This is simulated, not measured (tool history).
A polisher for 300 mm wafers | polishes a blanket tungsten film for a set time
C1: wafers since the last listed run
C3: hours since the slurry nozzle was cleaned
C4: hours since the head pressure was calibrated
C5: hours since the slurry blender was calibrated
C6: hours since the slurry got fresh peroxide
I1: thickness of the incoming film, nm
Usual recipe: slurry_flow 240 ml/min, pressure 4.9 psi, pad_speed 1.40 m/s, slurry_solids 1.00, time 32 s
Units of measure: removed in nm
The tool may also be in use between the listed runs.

Run 1, hour 0.0: usual settings; C1 0; wafers polished on this pad 10; C3 396.5; C4 603.3; C5 302.9; C6 79.5; I1 771.8. Result: removed 276.2 nm.
Run 2, hour 35.5: usual settings; C1 480; wafers polished on this pad 491; C3 432.0; C4 638.8; C5 338.4; C6 115.0; I1 780.4. Result: removed 270.2 nm.
At hour 40.9: slurry tank refilled with fresh slurry and peroxide.
Run 3, hour 62.8: usual settings but pad_speed 1.18 m/s; C1 355; wafers polished on this pad 847; C3 459.3; C4 666.1; C5 365.7; C6 21.9; I1 764.2. Result: removed 224.7 nm.
Run 4, hour 90.0: usual settings but pad_speed 1.18 m/s; C1 368; wafers polished on this pad 1215; C3 486.5; C4 693.3; C5 392.9; C6 49.1; I1 768.9. Result: removed 224.1 nm.
At hour 119.3: slurry blender recalibrated.
Run 5, hour 119.8: usual settings but pad_speed 1.18 m/s; C1 376; wafers polished on this pad 1591; C3 516.3; C4 723.1; C5 0.5; C6 78.9; I1 776.7. Result: removed 213.5 nm.
At hour 128.2: worn pad replaced by a new one.
Run 6, hour 146.6: usual settings; C1 308; wafers polished on this pad 248; C3 543.1; C4 749.9; C5 27.3; C6 105.7; I1 776.1. Result: removed 276.2 nm.
Run 7, hour 163.7: usual settings; C1 231; wafers polished on this pad 479; C3 560.2; C4 767.0; C5 44.4; C6 122.8; I1 769.8. Result: removed 272.3 nm.
At hour 178.9: slurry tank refilled with fresh slurry and peroxide.
Run 8, hour 186.4: usual settings; C1 293; wafers polished on this pad 773; C3 582.9; C4 789.7; C5 67.1; C6 7.5; I1 776.5. Result: removed 270.9 nm.
Run 9, hour 228.1: usual settings; C1 564; wafers polished on this pad 1337; C3 624.6; C4 831.4; C5 108.8; C6 49.2; I1 771.9. Result: removed 263.2 nm.
Run 10, hour 248.7: usual settings; C1 278; wafers polished on this pad 1616; C3 645.2; C4 852.0; C5 129.4; C6 69.8; I1 757.9. Result: removed 261.3 nm.
At hour 253.9: worn pad replaced by a new one.
At hour 259.0: slurry nozzle cleaned.
Run 11, hour 280.4: usual settings; C1 361; wafers polished on this pad 344; C3 21.4; C4 883.7; C5 161.1; C6 101.5; I1 775.1. Result: removed 273.0 nm.
Run 12, hour 306.8: usual settings; C1 357; wafers polished on this pad 702; C3 47.8; C4 910.1; C5 187.5; C6 127.9; I1 776.7. Result: removed 266.3 nm.
At hour 310.5: slurry tank refilled with fresh slurry and peroxide.
At hour 318.4: head pressure recalibrated.
Run 13, hour 341.3: usual settings but slurry_flow 285 ml/min; C1 426; wafers polished on this pad 1128; C3 82.3; C4 22.9; C5 222.0; C6 30.8; I1 770.1. Result: removed 269.8 nm.
Run 14, hour 370.7: usual settings but slurry_flow 290 ml/min, pad_speed 1.56 m/s, slurry_solids 1.30, time 41 s; C1 397; wafers polished on this pad 1526; C3 111.7; C4 52.3; C5 251.4; C6 60.2; I1 772.2. Result: removed 399.0 nm.
At hour 377.3: worn pad replaced by a new one.
Run 15, hour 399.9: usual settings but slurry_flow 215 ml/min, pad_speed 1.02 m/s; C1 340; wafers polished on this pad 306; C3 140.9; C4 81.5; C5 280.6; C6 89.4; I1 775.6. Result: removed 193.7 nm.
Run 16, hour 431.2: usual settings; C1 423; wafers polished on this pad 729; C3 172.2; C4 112.8; C5 311.9; C6 120.7; I1 763.9. Result: removed 268.5 nm.
At hour 437.6: slurry tank refilled with fresh slurry and peroxide.
Run 17, hour 460.4: usual settings; C1 381; wafers polished on this pad 1111; C3 201.4; C4 142.0; C5 341.1; C6 22.8; I1 780.4. Result: removed 262.6 nm.
Run 18, hour 482.2: usual settings but pressure 4.5 psi; C1 294; wafers polished on this pad 1406; C3 223.2; C4 163.8; C5 362.9; C6 44.6; I1 757.7. Result: removed 242.1 nm.
Run 19, hour 495.5: usual settings but slurry_solids 0.85; C1 179; wafers polished on this pad 1586; C3 236.5; C4 177.1; C5 376.2; C6 57.9; I1 764.3. Result: removed 250.6 nm.
At hour 502.8: worn pad replaced by a new one.
At hour 504.7: slurry blender recalibrated.
Run 20, hour 513.1: usual settings; C1 157; wafers polished on this pad 113; C3 254.1; C4 194.7; C5 8.4; C6 75.5; I1 760.3. Result: removed 276.4 nm.
Run 21, hour 542.6: usual settings but pressure 4.1 psi, pad_speed 1.68 m/s, slurry_solids 1.15, time 24 s; C1 399; wafers polished on this pad 512; C3 283.6; C4 224.2; C5 37.9; C6 105.0; I1 773.8. Result: removed 212.4 nm.
At hour 566.4: slurry tank refilled with fresh slurry and peroxide.
Run 22, hour 569.9: usual settings; C1 355; wafers polished on this pad 868; C3 310.9; C4 251.5; C5 65.2; C6 3.5; I1 771.4. Result: removed 264.4 nm.
Run 23, hour 602.2: usual settings but slurry_flow 180 ml/min, pad_speed 1.88 m/s, time 23 s; C1 437; wafers polished on this pad 1305; C3 343.2; C4 283.8; C5 97.5; C6 35.8; I1 758.1. Result: removed 243.9 nm.
Run 24, hour 634.3: usual settings but slurry_flow 185 ml/min; C1 434; wafers polished on this pad 1739; C3 375.3; C4 315.9; C5 129.6; C6 67.9; I1 784.8. Result: removed 251.9 nm.
At hour 644.1: worn pad replaced by a new one.
Run 25, hour 659.7: usual settings; C1 289; wafers polished on this pad 211; C3 400.7; C4 341.3; C5 155.0; C6 93.3; I1 775.4. Result: removed 276.5 nm.

Consider 5 possible next runs. They are alternatives, not a sequence: every one starts from the tool as it was left by run 25. What does each give?
Run A, hour 660.1: usual settings but pressure 6.2 psi; C1 5; wafers polished on this pad 216; C3 401.1; C4 341.7; C5 155.4; C6 93.7; I1 776.4. Result: removed ?.
Run B, hour 660.1: usual settings but time 37 s; C1 5; wafers polished on this pad 216; C3 401.1; C4 341.7; C5 155.4; C6 93.7; I1 776.4. Result: removed ?.
Run C, hour 660.1: usual settings but pad_speed 1.64 m/s; C1 5; wafers polished on this pad 216; C3 401.1; C4 341.7; C5 155.4; C6 93.7; I1 776.4. Result: removed ?.
Run D, hour 660.1: usual settings but slurry_flow 155 ml/min, slurry_solids 1.20; C1 5; wafers polished on this pad 216; C3 401.1; C4 341.7; C5 155.4; C6 93.7; I1 776.4. Result: removed ?.
Run E, hour 660.1: usual settings but slurry_solids 0.80; C1 5; wafers polished on this pad 216; C3 401.1; C4 341.7; C5 155.4; C6 93.7; I1 776.4. Result: removed ?.

run  removed
  A    343.9
  B    320.5
  C    324.7
  D    273.7
  E    266.0
Stripped of hidden state, with their random variation kept, the same runs would have yielded:
run  removed
  A    348.9
  B    325.1
  C    329.4
  D    277.7
  E    269.9
